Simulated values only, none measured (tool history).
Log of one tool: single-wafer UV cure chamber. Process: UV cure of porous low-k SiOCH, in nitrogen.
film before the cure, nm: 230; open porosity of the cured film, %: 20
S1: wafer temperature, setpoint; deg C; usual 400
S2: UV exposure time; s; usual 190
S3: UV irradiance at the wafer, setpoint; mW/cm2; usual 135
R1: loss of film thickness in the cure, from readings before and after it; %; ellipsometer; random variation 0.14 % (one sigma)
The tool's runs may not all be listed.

run     day   S1   S2   S3      R1
  1       0  400  190  135  12.111
  2   1.112  400  190  135  12.404
      1.471  -- quartz window cleaned
  3    2.15  400  190  135  12.193
  4   3.012  400  190  135  12.482
  5   3.738  400  190  135  11.999
  6   4.979  400  190  114  11.579
  7   5.746  400  190  114  11.315
  8     7.2  400  190  114  11.706
  9  11.671  400  190  135   12.42
 10  13.671  400  190  152  12.792
     14.742  -- UV bulbs replaced
 11  15.096  400  190  152  12.699
 12  15.604  400  190  135  12.045
 13  17.079  400  190  135  12.254
 14  18.258  400  190  135  12.221
 15  18.829  400  190  135  12.218
 16  19.496  400  190  135  12.392
 17  20.058  400  140  135  10.883
 18  21.317  400  190  135  12.487
 19  21.833  415  300  119  13.646
 20  22.621  400  190  110  11.526
 21  23.942  400  190  135  12.015
 22  25.404  407  190  118  11.641

Forecast run 23:
 23  26.504  400  190  153   ?

{"run 23": {"R1": 12.776}}
Without the tool's hidden state the same run would have given R1 12.776 %.

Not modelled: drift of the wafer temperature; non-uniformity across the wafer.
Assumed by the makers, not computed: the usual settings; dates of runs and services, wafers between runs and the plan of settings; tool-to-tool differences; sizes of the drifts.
